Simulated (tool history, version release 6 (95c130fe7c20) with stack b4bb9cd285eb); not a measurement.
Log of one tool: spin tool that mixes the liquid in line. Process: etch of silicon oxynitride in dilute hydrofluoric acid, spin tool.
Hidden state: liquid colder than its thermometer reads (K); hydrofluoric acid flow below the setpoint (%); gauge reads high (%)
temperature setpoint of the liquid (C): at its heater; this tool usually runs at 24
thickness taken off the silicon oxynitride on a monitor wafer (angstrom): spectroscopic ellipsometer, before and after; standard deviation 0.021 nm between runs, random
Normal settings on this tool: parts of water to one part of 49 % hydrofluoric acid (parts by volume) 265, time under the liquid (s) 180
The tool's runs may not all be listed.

run   hour  temperature setpoint of the liquid (C)  parts of water to one part of 49 % hydrofluoric acid (parts by volume)  time under the liquid (s)  wafers since the last listed run  hours since the thermometer was replaced  hours since the hydrofluoric acid flow meter was replaced  hours since the gauge calibration  read-back film thickness of the silicon oxynitride reference wafer, read on the same gauge (nm)  thickness taken off the silicon oxynitride on a monitor wafer (angstrom)
  1      0                                      24                                                                     265                        180                                 0                                    2833.4                                                     1979.1                               81.4                                                                                          100.034                                                                     15.82
  2   34.6                                      24                                                                     330                        180                               152                                      2868                                                     2013.7                                116                                                                                           99.967                                                                        12
  3     52                                      24                                                                     330                        180                                76                                    2885.4                                                     2031.1                              133.4                                                                                           99.989                                                                     11.97
  4   85.6                                      24                                                                     330                        180                               147                                      2919                                                     2064.7                                167                                                                                           99.963                                                                     12.13
  5  102.9                                      24                                                                     265                        180                                76                                    2936.3                                                       2082                              184.3                                                                                           99.981                                                                     15.88
  6  119.7                                      24                                                                     265                        180                                73                                    2953.1                                                     2098.8                              201.1                                                                                           99.996                                                                     16.02
       133  -- hydrofluoric acid flow meter replaced
  7  142.9                                      24                                                                     265                        180                                97                                    2976.3                                                        9.9                              224.3                                                                                          100.004                                                                     16.22
     166.7  -- gauge calibrated
     167.7  -- thermometer replaced
  8  177.6                                      24                                                                     265                        180                               148                                       9.9                                                       44.6                               10.9                                                                                           100.04                                                                     15.63
  9    190                                      24                                                                     330                        180                                54                                      22.3                                                         57                               23.3                                                                                          100.004                                                                     12.34
 10  203.5                                    20.5                                                                     265                        180                                59                                      35.8                                                       70.5                               36.8                                                                                           99.951                                                                     13.69
 11  237.5                                      24                                                                     265                        180                               149                                      69.8                                                      104.5                               70.8                                                                                            99.96                                                                     15.56
 12  270.3                                      27                                                                     150                        120                               144                                     102.6                                                      137.3                              103.6                                                                                          100.005                                                                     23.22
 13  302.1                                      26                                                                     265                         90                               140                                     134.4                                                      169.1                              135.4                                                                                           99.982                                                                       8.5
 14  320.2                                      24                                                                     195                         90                                79                                     152.5                                                      187.2                              153.5                                                                                           99.955                                                                     11.03
 15  335.8                                      24                                                                     330                        180                                68                                     168.1                                                      202.8                              169.1                                                                                          100.031                                                                     12.26
 16  348.5                                      24                                                                     175                        105                                55                                     180.8                                                      215.5                              181.8                                                                                          100.026                                                                     14.75
 17  368.4                                      24                                                                     265                         95                                87                                     200.7                                                      235.4                              201.7                                                                                           99.997                                                                      8.13

Alternative continuations, all from the tool just after run 17; predict every row:
  A  368.9                                      24                                                                     350                        180                                 2                                     201.2                                                      235.9                              202.2                                                                                                ?                                                                         ?
  B  368.9                                      24                                                                     300                        180                                 2                                     201.2                                                      235.9                              202.2                                                                                                ?                                                                         ?
  C  368.9                                      26                                                                     225                        180                                 2                                     201.2                                                      235.9                              202.2                                                                                                ?                                                                         ?
  D  368.9                                      24                                                                     265                        280                                 2                                     201.2                                                      235.9                              202.2                                                                                                ?                                                                         ?

run  read-back film thickness of the silicon oxynitride reference wafer, read on the same gauge (nm)  thickness taken off the silicon oxynitride on a monitor wafer (angstrom)
  A                                                                                          100.003                                                                     11.07
  B                                                                                          100.003                                                                     13.35
  C                                                                                          100.003                                                                     20.47
  D                                                                                          100.003                                                                     24.08
Take away the tool's hidden state, keep each run's random variation, and the runs would have read:
run  thickness taken off the silicon oxynitride on a monitor wafer (angstrom)
  A                                                                     11.07
  B                                                                     13.35
  C                                                                     20.47
  D                                                                     24.08
